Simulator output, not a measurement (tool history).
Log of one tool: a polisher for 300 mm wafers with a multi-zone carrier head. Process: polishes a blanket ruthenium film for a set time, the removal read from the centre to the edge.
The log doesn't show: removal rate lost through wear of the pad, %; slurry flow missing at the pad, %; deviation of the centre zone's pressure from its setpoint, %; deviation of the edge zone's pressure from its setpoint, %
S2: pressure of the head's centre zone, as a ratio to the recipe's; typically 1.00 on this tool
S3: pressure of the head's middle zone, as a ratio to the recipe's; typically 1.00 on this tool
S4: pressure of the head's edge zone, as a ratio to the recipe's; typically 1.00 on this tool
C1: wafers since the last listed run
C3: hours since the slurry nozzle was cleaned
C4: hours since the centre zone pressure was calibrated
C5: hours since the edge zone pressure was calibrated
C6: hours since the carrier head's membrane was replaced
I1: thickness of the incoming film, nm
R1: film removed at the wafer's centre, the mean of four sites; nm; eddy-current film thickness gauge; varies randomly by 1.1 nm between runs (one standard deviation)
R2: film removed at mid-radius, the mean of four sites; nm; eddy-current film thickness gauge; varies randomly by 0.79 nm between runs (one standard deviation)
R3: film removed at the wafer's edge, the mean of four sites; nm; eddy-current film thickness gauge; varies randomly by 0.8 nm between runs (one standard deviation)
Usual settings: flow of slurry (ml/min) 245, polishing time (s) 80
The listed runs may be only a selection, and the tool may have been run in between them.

Run 1, hour 0.0: usual settings; C1 0; wafers polished on this pad 762; C3 42.0; C4 864.2; C5 1093.1; C6 770.8; I1 612.1. Result: R1 100.5 nm, R2 95.8 nm, R3 96.5 nm.
Run 2, hour 7.6: usual settings but polishing time (s) 72; C1 94; wafers polished on this pad 856; C3 49.6; C4 871.8; C5 1100.7; C6 778.4; I1 618.8. Result: R1 89.2 nm, R2 85.7 nm, R3 88.3 nm.
At hour 18.1: carrier head's membrane replaced by a new one.
Run 3, hour 20.0: usual settings but S2 0.92; C1 91; wafers polished on this pad 948; C3 62.0; C4 884.2; C5 1113.1; C6 1.9; I1 620.1. Result: R1 91.1 nm, R2 95.7 nm, R3 96.3 nm.
Run 4, hour 37.5: usual settings but S2 1.08, S3 0.89, S4 1.06, polishing time (s) 89; C1 217; wafers polished on this pad 1165; C3 79.5; C4 901.7; C5 1130.6; C6 19.4; I1 600.3. Result: R1 118.7 nm, R2 96.0 nm, R3 111.3 nm.
At hour 43.3: worn pad replaced by a new one.
Run 5, hour 45.5: usual settings; C1 49; wafers polished on this pad 27; C3 87.5; C4 909.7; C5 1138.6; C6 27.4; I1 605.3. Result: R1 100.9 nm, R2 95.3 nm, R3 96.8 nm.
Run 6, hour 91.3: usual settings; C1 568; wafers polished on this pad 596; C3 133.3; C4 955.5; C5 1184.4; C6 73.2; I1 607.2. Result: R1 98.3 nm, R2 95.8 nm, R3 96.9 nm.
At hour 109.9: centre zone pressure recalibrated.
At hour 145.4: worn pad replaced by a new one.
Run 7, hour 145.9: usual settings but S2 1.10, S4 1.06, polishing time (s) 60; C1 603; wafers polished on this pad 6; C3 187.9; C4 36.0; C5 1239.0; C6 127.8; I1 613.4. Result: R1 82.2 nm, R2 71.9 nm, R3 74.7 nm.
Run 8, hour 158.1: usual settings but flow of slurry (ml/min) 210, polishing time (s) 87; C1 151; wafers polished on this pad 158; C3 200.1; C4 48.2; C5 1251.2; C6 140.0; I1 605.6. Result: R1 106.7 nm, R2 102.6 nm, R3 102.7 nm.
At hour 161.1: slurry nozzle cleaned.
At hour 176.9: edge zone pressure recalibrated.
Run 9, hour 207.3: usual settings but S3 1.04, polishing time (s) 71; C1 573; wafers polished on this pad 731; C3 46.2; C4 97.4; C5 30.4; C6 189.2; I1 616.4. Result: R1 89.2 nm, R2 87.8 nm, R3 85.6 nm.
Run 10, hour 217.2: usual settings; C1 122; wafers polished on this pad 854; C3 56.1; C4 107.3; C5 40.3; C6 199.1; I1 623.2. Result: R1 99.3 nm, R2 97.3 nm, R3 95.9 nm.
Run 11, hour 228.9: usual settings; C1 145; wafers polished on this pad 999; C3 67.8; C4 119.0; C5 52.0; C6 210.8; I1 611.7. Result: R1 99.6 nm, R2 95.3 nm, R3 95.7 nm.
Run 12, hour 237.5: usual settings; C1 106; wafers polished on this pad 1106; C3 76.4; C4 127.6; C5 60.6; C6 219.4; I1 615.0. Result: R1 98.5 nm, R2 95.4 nm, R3 96.8 nm.
At hour 255.4: worn pad replaced by a new one.
Run 13, hour 255.9: usual settings but polishing time (s) 54; C1 178; wafers polished on this pad 5; C3 94.8; C4 146.0; C5 79.0; C6 237.8; I1 615.0. Result: R1 67.1 nm, R2 64.1 nm, R3 65.1 nm.
Run 14, hour 269.7: usual settings but S3 0.88, S4 1.11; C1 171; wafers polished on this pad 177; C3 108.6; C4 159.8; C5 92.8; C6 251.6; I1 606.7. Result: R1 98.1 nm, R2 86.6 nm, R3 102.7 nm.
Run 15, hour 281.6: usual settings but S3 1.11, polishing time (s) 107; C1 147; wafers polished on this pad 324; C3 120.5; C4 171.7; C5 104.7; C6 263.5; I1 609.0. Result: R1 130.6 nm, R2 140.0 nm, R3 130.5 nm.
Run 16, hour 291.2: usual settings but flow of slurry (ml/min) 175; C1 119; wafers polished on this pad 444; C3 130.1; C4 181.3; C5 114.3; C6 273.1; I1 614.0. Result: R1 93.6 nm, R2 91.8 nm, R3 93.5 nm.
Run 17, hour 302.5: usual settings; C1 140; wafers polished on this pad 584; C3 141.4; C4 192.6; C5 125.6; C6 284.4; I1 608.2. Result: R1 100.5 nm, R2 95.2 nm, R3 96.0 nm.
Run 18, hour 316.7: usual settings but S2 1.11; C1 176; wafers polished on this pad 760; C3 155.6; C4 206.8; C5 139.8; C6 298.6; I1 613.7. Result: R1 112.0 nm, R2 96.0 nm, R3 96.9 nm.
Run 19, hour 325.4: usual settings but flow of slurry (ml/min) 285, S4 1.04; C1 107; wafers polished on this pad 868; C3 164.3; C4 215.5; C5 148.5; C6 307.3; I1 613.6. Result: R1 100.8 nm, R2 97.2 nm, R3 100.0 nm.
Run 20, hour 333.6: usual settings but flow of slurry (ml/min) 170, S2 1.06, S3 0.94, polishing time (s) 57; C1 101; wafers polished on this pad 970; C3 172.5; C4 223.7; C5 156.7; C6 315.5; I1 605.0. Result: R1 69.9 nm, R2 61.4 nm, R3 66.2 nm.
Run 21, hour 343.7: usual settings but flow of slurry (ml/min) 210, S2 0.96, S4 1.06, polishing time (s) 55; C1 125; wafers polished on this pad 1095; C3 182.6; C4 233.8; C5 166.8; C6 325.6; I1 601.7. Result: R1 64.7 nm, R2 65.1 nm, R3 67.9 nm.

For each run, what was the tool's unlogged condition?
removal rate lost through wear of the pad, %: 0 at every run
slurry flow missing at the pad, %: 0 at every run
deviation of the centre zone's pressure from its setpoint, %: 0 at every run
deviation of the edge zone's pressure from its setpoint, %: 0 at every run

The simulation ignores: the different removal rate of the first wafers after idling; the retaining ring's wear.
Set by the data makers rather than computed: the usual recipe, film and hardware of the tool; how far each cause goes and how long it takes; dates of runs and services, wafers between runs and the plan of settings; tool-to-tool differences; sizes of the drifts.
